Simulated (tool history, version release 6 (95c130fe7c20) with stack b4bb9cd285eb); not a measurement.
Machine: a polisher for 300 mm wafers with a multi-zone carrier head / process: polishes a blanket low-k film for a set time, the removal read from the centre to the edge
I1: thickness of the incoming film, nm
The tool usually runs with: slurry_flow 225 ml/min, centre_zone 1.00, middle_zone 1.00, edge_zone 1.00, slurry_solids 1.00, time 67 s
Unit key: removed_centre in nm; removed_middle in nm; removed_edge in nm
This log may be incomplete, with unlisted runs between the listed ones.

{"run": 1, "hour": 0.0, "slurry_flow": 225, "centre_zone": 0.92, "middle_zone": 0.95, "edge_zone": 1.0, "slurry_solids": 1.15, "time": 85, "I1": 486.2, "removed_centre": 25.6, "removed_middle": 26.7, "removed_edge": 26.8}
{"run": 2, "hour": 35.3, "slurry_flow": 285, "centre_zone": 1.0, "middle_zone": 0.97, "edge_zone": 1.0, "slurry_solids": 1.0, "time": 67, "I1": 490.4, "removed_centre": 21.4, "removed_middle": 20.9, "removed_edge": 20.4}
{"hour": 50.9, "done": "worn pad replaced by a new one"}
{"run": 3, "hour": 51.7, "slurry_flow": 225, "centre_zone": 1.11, "middle_zone": 1.0, "edge_zone": 1.0, "slurry_solids": 1.3, "time": 67, "I1": 491.5, "removed_centre": 25.1, "removed_middle": 22.6, "removed_edge": 22.4}
{"run": 4, "hour": 85.9, "slurry_flow": 185, "centre_zone": 1.0, "middle_zone": 1.0, "edge_zone": 1.0, "slurry_solids": 1.0, "time": 67, "I1": 488.2, "removed_centre": 20.9, "removed_middle": 20.6, "removed_edge": 20.2}
{"run": 5, "hour": 98.6, "slurry_flow": 225, "centre_zone": 1.04, "middle_zone": 1.1, "edge_zone": 1.0, "slurry_solids": 1.25, "time": 80, "I1": 492.2, "removed_centre": 27.1, "removed_middle": 29.4, "removed_edge": 26.0}
{"run": 6, "hour": 132.1, "slurry_flow": 225, "centre_zone": 1.0, "middle_zone": 1.0, "edge_zone": 1.0, "slurry_solids": 1.0, "time": 55, "I1": 488.5, "removed_centre": 16.5, "removed_middle": 17.3, "removed_edge": 16.7}
{"hour": 193.8, "done": "edge zone pressure recalibrated"}
{"run": 7, "hour": 217.8, "slurry_flow": 180, "centre_zone": 1.08, "middle_zone": 1.0, "edge_zone": 1.0, "slurry_solids": 0.7, "time": 67, "I1": 494.8, "removed_centre": 19.3, "removed_middle": 18.1, "removed_edge": 17.8}
{"run": 8, "hour": 248.6, "slurry_flow": 260, "centre_zone": 1.0, "middle_zone": 1.0, "edge_zone": 1.09, "slurry_solids": 1.25, "time": 67, "I1": 480.8, "removed_centre": 22.1, "removed_middle": 22.9, "removed_edge": 22.9}
{"hour": 263.5, "done": "centre zone pressure recalibrated"}
{"run": 9, "hour": 272.3, "slurry_flow": 225, "centre_zone": 1.06, "middle_zone": 1.0, "edge_zone": 1.0, "slurry_solids": 1.0, "time": 48, "I1": 495.7, "removed_centre": 15.5, "removed_middle": 15.0, "removed_edge": 14.7}
{"run": 10, "hour": 290.9, "slurry_flow": 225, "centre_zone": 1.0, "middle_zone": 1.0, "edge_zone": 1.0, "slurry_solids": 1.0, "time": 67, "I1": 481.8, "removed_centre": 20.7, "removed_middle": 20.9, "removed_edge": 20.4}
{"hour": 306.2, "done": "worn pad replaced by a new one"}
{"run": 11, "hour": 310.9, "slurry_flow": 225, "centre_zone": 1.0, "middle_zone": 1.0, "edge_zone": 1.0, "slurry_solids": 1.0, "time": 67, "I1": 481.0, "removed_centre": 21.1, "removed_middle": 20.8, "removed_edge": 20.4}
{"run": 12, "hour": 344.8, "slurry_flow": 225, "centre_zone": 1.0, "middle_zone": 1.0, "edge_zone": 1.0, "slurry_solids": 1.15, "time": 67, "I1": 493.0, "removed_centre": 21.5, "removed_middle": 21.9, "removed_edge": 21.4}
{"run": 13, "hour": 360.5, "slurry_flow": 225, "centre_zone": 1.0, "middle_zone": 1.0, "edge_zone": 1.08, "slurry_solids": 1.0, "time": 67, "I1": 485.8, "removed_centre": 21.2, "removed_middle": 20.8, "removed_edge": 21.3}
{"run": 14, "hour": 379.7, "slurry_flow": 225, "centre_zone": 1.0, "middle_zone": 1.0, "edge_zone": 1.0, "slurry_solids": 1.3, "time": 67, "I1": 494.3, "removed_centre": 23.0, "removed_middle": 23.2, "removed_edge": 22.2}
{"run": 15, "hour": 404.8, "slurry_flow": 225, "centre_zone": 1.0, "middle_zone": 1.0, "edge_zone": 1.0, "slurry_solids": 1.0, "time": 67, "I1": 498.0, "removed_centre": 20.4, "removed_middle": 20.8, "removed_edge": 20.5}
{"run": 16, "hour": 423.9, "slurry_flow": 225, "centre_zone": 1.0, "middle_zone": 1.0, "edge_zone": 1.0, "slurry_solids": 1.0, "time": 67, "I1": 479.9, "removed_centre": 20.6, "removed_middle": 20.8, "removed_edge": 21.0}
{"run": 17, "hour": 448.0, "slurry_flow": 225, "centre_zone": 0.92, "middle_zone": 1.0, "edge_zone": 1.0, "slurry_solids": 1.0, "time": 74, "I1": 486.9, "removed_centre": 21.0, "removed_middle": 23.2, "removed_edge": 22.0}
{"run": 18, "hour": 467.2, "slurry_flow": 285, "centre_zone": 1.0, "middle_zone": 0.97, "edge_zone": 1.0, "slurry_solids": 1.0, "time": 67, "I1": 490.4, "removed_centre": 21.6, "removed_middle": 20.9, "removed_edge": 20.9}
{"run": 19, "hour": 491.2, "slurry_flow": 305, "centre_zone": 1.0, "middle_zone": 0.94, "edge_zone": 1.0, "slurry_solids": 1.0, "time": 67, "I1": 479.5, "removed_centre": 21.7, "removed_middle": 20.5, "removed_edge": 20.8}
{"run": 20, "hour": 504.0, "slurry_flow": 225, "centre_zone": 1.0, "middle_zone": 1.0, "edge_zone": 1.0, "slurry_solids": 1.0, "time": 67, "I1": 489.2, "removed_centre": 21.1, "removed_middle": 20.9, "removed_edge": 20.3}
{"run": 21, "hour": 536.2, "slurry_flow": 225, "centre_zone": 1.0, "middle_zone": 1.0, "edge_zone": 1.0, "slurry_solids": 1.0, "time": 80, "I1": 488.1, "removed_centre": 24.6, "removed_middle": 25.1, "removed_edge": 24.1}
{"hour": 552.0, "done": "worn pad replaced by a new one"}
{"run": 22, "hour": 553.9, "slurry_flow": 225, "centre_zone": 1.0, "middle_zone": 0.92, "edge_zone": 1.0, "slurry_solids": 1.25, "time": 74, "I1": 486.2, "removed_centre": 24.7, "removed_middle": 22.8, "removed_edge": 24.5}

4 ways to go on from here, each from the tool as it stands after run 22. What would each give?
{"run": "A", "hour": 554.3, "slurry_flow": 225, "centre_zone": 1.0, "middle_zone": 0.91, "edge_zone": 1.0, "slurry_solids": 1.0, "time": 67, "I1": 484.0, "removed_centre": "?", "removed_middle": "?", "removed_edge": "?"}
{"run": "B", "hour": 554.3, "slurry_flow": 225, "centre_zone": 1.0, "middle_zone": 0.89, "edge_zone": 1.0, "slurry_solids": 1.0, "time": 67, "I1": 484.0, "removed_centre": "?", "removed_middle": "?", "removed_edge": "?"}
{"run": "C", "hour": 554.3, "slurry_flow": 225, "centre_zone": 1.0, "middle_zone": 1.0, "edge_zone": 1.09, "slurry_solids": 1.25, "time": 89, "I1": 484.0, "removed_centre": "?", "removed_middle": "?", "removed_edge": "?"}
{"run": "D", "hour": 554.3, "slurry_flow": 190, "centre_zone": 1.0, "middle_zone": 1.05, "edge_zone": 0.88, "slurry_solids": 0.9, "time": 67, "I1": 484.0, "removed_centre": "?", "removed_middle": "?", "removed_edge": "?"}

run=A removed_centre=20.6 removed_middle=19.6 removed_edge=20.8
run=B removed_centre=20.6 removed_middle=19.3 removed_edge=20.8
run=C removed_centre=29.4 removed_middle=30.0 removed_edge=30.8
run=D removed_centre=19.6 removed_middle=20.8 removed_edge=18.7
Take away the tool's hidden state, keep each run's random variation, and the runs would have read:
run=A removed_centre=20.6 removed_middle=19.6 removed_edge=20.8
run=B removed_centre=20.6 removed_middle=19.3 removed_edge=20.8
run=C removed_centre=29.4 removed_middle=30.0 removed_edge=30.8
run=D removed_centre=19.6 removed_middle=20.8 removed_edge=18.7
